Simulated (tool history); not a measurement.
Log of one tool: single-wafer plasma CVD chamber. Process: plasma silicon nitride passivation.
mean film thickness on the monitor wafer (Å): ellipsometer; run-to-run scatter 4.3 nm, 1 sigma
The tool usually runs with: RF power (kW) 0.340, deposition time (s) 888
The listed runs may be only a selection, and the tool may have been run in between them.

run,hour,RF power (kW),deposition time (s),"read-back reference wafer on the same gauge, thickness_nm",mean film thickness on the monitor wafer (Å)
1,0.0,0.340,888,1060.992,12121.81
2,17.3,0.340,888,1059.210,12202.99
3,33.8,0.290,954,1060.050,12536.94
4,47.5,0.290,954,1060.425,12587.16
5,57.6,0.290,954,1060.104,12484.82
6,66.0,0.340,888,1058.760,12182.21
7,79.8,0.340,888,1061.523,12134.41
8,96.7,0.340,888,1059.675,12124.47
9,112.1,0.340,995,1061.049,13661.22
10,118.7,0.340,995,1059.442,13587.50
11,130.0,0.340,752,1058.815,10363.49
12,144.2,0.365,1027,1060.532,14328.31
13,158.1,0.365,1027,1060.658,14342.21
14,168.2,0.365,1027,1061.381,14285.65
15,177.8,0.340,888,1060.178,12150.75
# hour 200.0: RF generator calibrated
16,200.5,0.340,888,1062.052,12150.01
17,211.1,0.280,769,1061.477,10016.36
# hour 228.5: showerhead replaced
18,229.0,0.380,818,1062.414,11458.43
19,233.8,0.405,1028,1061.881,14651.67
# hour 241.9: gauge calibrated
20,244.5,0.310,717,1059.288,9610.82
21,259.8,0.300,956,1059.107,12714.66
22,274.3,0.300,1043,1060.409,13852.12
23,289.7,0.290,1033,1060.578,13634.99
24,298.1,0.395,1038,1058.404,14664.63
25,338.9,0.340,888,1057.824,12154.46
26,353.0,0.340,995,1059.420,13640.30
27,369.0,0.390,780,1062.024,11015.22
28,380.7,0.340,888,1060.252,12139.50
29,394.0,0.300,978,1061.152,13087.20
30,400.5,0.340,888,1060.184,12129.08
31,440.1,0.290,717,1059.710,9436.83

The tool's hidden state at each run:
delivered RF power above the setpoint (%): 0 across all the runs
gauge reads high (%): 0 across all the runs

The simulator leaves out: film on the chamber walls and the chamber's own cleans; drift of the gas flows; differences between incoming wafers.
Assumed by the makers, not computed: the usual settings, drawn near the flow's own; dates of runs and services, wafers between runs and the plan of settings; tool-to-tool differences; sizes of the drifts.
